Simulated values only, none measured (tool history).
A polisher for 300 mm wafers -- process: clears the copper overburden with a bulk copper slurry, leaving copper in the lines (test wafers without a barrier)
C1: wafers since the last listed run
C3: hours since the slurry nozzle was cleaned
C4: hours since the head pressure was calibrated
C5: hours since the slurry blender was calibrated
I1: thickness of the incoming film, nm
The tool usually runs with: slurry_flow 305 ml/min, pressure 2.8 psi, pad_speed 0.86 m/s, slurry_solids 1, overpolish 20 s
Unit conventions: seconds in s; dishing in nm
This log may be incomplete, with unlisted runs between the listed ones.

run 1 hour=0 | slurry_flow=305 pressure=2.8 pad_speed=0.86 slurry_solids=1 overpolish=20 | C1=0 wafers_polished_on_this_pad=216 C3=628.1 C4=894.6 C5=308.9 | I1=1194.7 | seconds=169.4 dishing=77.5
run 2 hour=24.7 | slurry_flow=305 pressure=2.8 pad_speed=0.86 slurry_solids=1 overpolish=20 | C1=196 wafers_polished_on_this_pad=413 C3=652.8 C4=919.3 C5=333.6 | I1=1222.2 | seconds=175 dishing=78.8
run 3 hour=36.4 | slurry_flow=305 pressure=2.8 pad_speed=0.86 slurry_solids=1 overpolish=20 | C1=93 wafers_polished_on_this_pad=506 C3=664.5 C4=931 C5=345.3 | I1=1191.1 | seconds=170 dishing=76.8
run 4 hour=52.2 | slurry_flow=305 pressure=2.8 pad_speed=0.86 slurry_solids=1 overpolish=20 | C1=125 wafers_polished_on_this_pad=632 C3=680.3 C4=946.8 C5=361.1 | I1=1198.1 | seconds=174.3 dishing=78.4
run 5 hour=66.5 | slurry_flow=305 pressure=2.8 pad_speed=0.86 slurry_solids=1 overpolish=20 | C1=113 wafers_polished_on_this_pad=746 C3=694.6 C4=961.1 C5=375.4 | I1=1231.3 | seconds=179.3 dishing=77.2
run 6 hour=80.3 | slurry_flow=305 pressure=2.8 pad_speed=0.86 slurry_solids=1 overpolish=20 | C1=109 wafers_polished_on_this_pad=855 C3=708.4 C4=974.9 C5=389.2 | I1=1218.6 | seconds=178.3 dishing=75
run 7 hour=97.4 | slurry_flow=305 pressure=2.8 pad_speed=0.86 slurry_solids=1.2 overpolish=20 | C1=136 wafers_polished_on_this_pad=992 C3=725.5 C4=992 C5=406.3 | I1=1213.4 | seconds=168.9 dishing=78.3
-- hour=108.3 head pressure recalibrated
-- hour=110.9 slurry blender recalibrated
run 8 hour=111.4 | slurry_flow=305 pressure=2.8 pad_speed=0.86 slurry_solids=1.2 overpolish=20 | C1=79 wafers_polished_on_this_pad=1071 C3=739.5 C4=3.1 C5=0.5 | I1=1220.6 | seconds=150.7 dishing=86.5
-- hour=119.4 worn pad replaced by a new one
run 9 hour=119.9 | slurry_flow=305 pressure=2.8 pad_speed=0.86 slurry_solids=1 overpolish=20 | C1=35 wafers_polished_on_this_pad=3 C3=748 C4=11.6 C5=9 | I1=1204.3 | seconds=156.7 dishing=85.7
run 10 hour=129.6 | slurry_flow=305 pressure=2.8 pad_speed=0.86 slurry_solids=1 overpolish=20 | C1=77 wafers_polished_on_this_pad=81 C3=757.7 C4=21.3 C5=18.7 | I1=1192 | seconds=154.4 dishing=81.7
run 11 hour=144.1 | slurry_flow=305 pressure=2.8 pad_speed=0.86 slurry_solids=1 overpolish=20 | C1=115 wafers_polished_on_this_pad=196 C3=772.2 C4=35.8 C5=33.2 | I1=1213.8 | seconds=157.4 dishing=83.1
run 12 hour=157.8 | slurry_flow=305 pressure=2.8 pad_speed=0.86 slurry_solids=0.8 overpolish=14 | C1=109 wafers_polished_on_this_pad=305 C3=785.9 C4=49.5 C5=46.9 | I1=1203.9 | seconds=163 dishing=62.8
-- hour=159.5 slurry nozzle cleaned
run 13 hour=171.5 | slurry_flow=245 pressure=2.8 pad_speed=1.14 slurry_solids=1 overpolish=13 | C1=101 wafers_polished_on_this_pad=406 C3=12 C4=63.2 C5=60.6 | I1=1231 | seconds=125.8 dishing=70.8
run 14 hour=180.6 | slurry_flow=340 pressure=1.8 pad_speed=0.98 slurry_solids=1 overpolish=20 | C1=72 wafers_polished_on_this_pad=479 C3=21.1 C4=72.3 C5=69.7 | I1=1223.2 | seconds=184.7 dishing=71.7
run 15 hour=196.7 | slurry_flow=305 pressure=2.8 pad_speed=0.86 slurry_solids=1 overpolish=20 | C1=128 wafers_polished_on_this_pad=607 C3=37.2 C4=88.4 C5=85.8 | I1=1218.6 | seconds=147.4 dishing=86.8
run 16 hour=213.9 | slurry_flow=220 pressure=3.4 pad_speed=0.68 slurry_solids=1 overpolish=26 | C1=136 wafers_polished_on_this_pad=744 C3=54.4 C4=105.6 C5=103 | I1=1230.2 | seconds=151.2 dishing=108.6
run 17 hour=225.8 | slurry_flow=305 pressure=2.8 pad_speed=1.02 slurry_solids=0.75 overpolish=20 | C1=94 wafers_polished_on_this_pad=839 C3=66.3 C4=117.5 C5=114.9 | I1=1216.1 | seconds=141.3 dishing=90.3
run 18 hour=241 | slurry_flow=305 pressure=2.8 pad_speed=0.86 slurry_solids=1 overpolish=25 | C1=121 wafers_polished_on_this_pad=960 C3=81.5 C4=132.7 C5=130.1 | I1=1217.7 | seconds=150.1 dishing=100.8
run 19 hour=258.8 | slurry_flow=305 pressure=1.8 pad_speed=0.86 slurry_solids=1.1 overpolish=20 | C1=141 wafers_polished_on_this_pad=1101 C3=99.3 C4=150.5 C5=147.9 | I1=1211 | seconds=203.2 dishing=68.1
run 20 hour=264.8 | slurry_flow=345 pressure=3.5 pad_speed=0.86 slurry_solids=1 overpolish=20 | C1=47 wafers_polished_on_this_pad=1149 C3=105.3 C4=156.5 C5=153.9 | I1=1222.2 | seconds=122.5 dishing=102
-- hour=277.6 worn pad replaced by a new one
run 21 hour=279 | slurry_flow=305 pressure=2.8 pad_speed=0.86 slurry_solids=1 overpolish=20 | C1=81 wafers_polished_on_this_pad=11 C3=119.5 C4=170.7 C5=168.1 | I1=1208.8 | seconds=147.9 dishing=86.1
run 22 hour=287.1 | slurry_flow=305 pressure=2.8 pad_speed=0.86 slurry_solids=1 overpolish=20 | C1=64 wafers_polished_on_this_pad=76 C3=127.6 C4=178.8 C5=176.2 | I1=1233.9 | seconds=151.2 dishing=87.3
run 23 hour=303.9 | slurry_flow=305 pressure=2.8 pad_speed=0.94 slurry_solids=1.15 overpolish=28 | C1=133 wafers_polished_on_this_pad=209 C3=144.4 C4=195.6 C5=193 | I1=1221.7 | seconds=138.1 dishing=108.6
run 24 hour=310.5 | slurry_flow=305 pressure=2.8 pad_speed=0.86 slurry_solids=1 overpolish=20 | C1=52 wafers_polished_on_this_pad=262 C3=151 C4=202.2 C5=199.6 | I1=1216.1 | seconds=153.3 dishing=85.1
run 25 hour=323.6 | slurry_flow=235 pressure=3.5 pad_speed=0.86 slurry_solids=0.9 overpolish=20 | C1=104 wafers_polished_on_this_pad=366 C3=164.1 C4=215.3 C5=212.7 | I1=1205.1 | seconds=133.9 dishing=92.9

3 options for the next run, each taken on its own from the tool as it stands now. Forecast them:
run A hour=324.1 | slurry_flow=305 pressure=2.8 pad_speed=0.86 slurry_solids=1 overpolish=20 | C1=3 wafers_polished_on_this_pad=370 C3=164.6 C4=215.8 C5=213.2 | I1=1196.3 | seconds=? dishing=?
run B hour=324.1 | slurry_flow=395 pressure=2.8 pad_speed=0.68 slurry_solids=1 overpolish=31 | C1=3 wafers_polished_on_this_pad=370 C3=164.6 C4=215.8 C5=213.2 | I1=1196.3 | seconds=? dishing=?
run C hour=324.1 | slurry_flow=205 pressure=2.8 pad_speed=0.86 slurry_solids=1 overpolish=20 | C1=3 wafers_polished_on_this_pad=370 C3=164.6 C4=215.8 C5=213.2 | I1=1196.3 | seconds=? dishing=?

run=A seconds=145.1 dishing=83.8
run=B seconds=161.1 dishing=103.1
run=C seconds=155 dishing=80.1
Without the tool's hidden state the same runs would have given:
run=A seconds=141.1 dishing=85.4
run=B seconds=157.8 dishing=104.3
run=C seconds=148.3 dishing=82.6

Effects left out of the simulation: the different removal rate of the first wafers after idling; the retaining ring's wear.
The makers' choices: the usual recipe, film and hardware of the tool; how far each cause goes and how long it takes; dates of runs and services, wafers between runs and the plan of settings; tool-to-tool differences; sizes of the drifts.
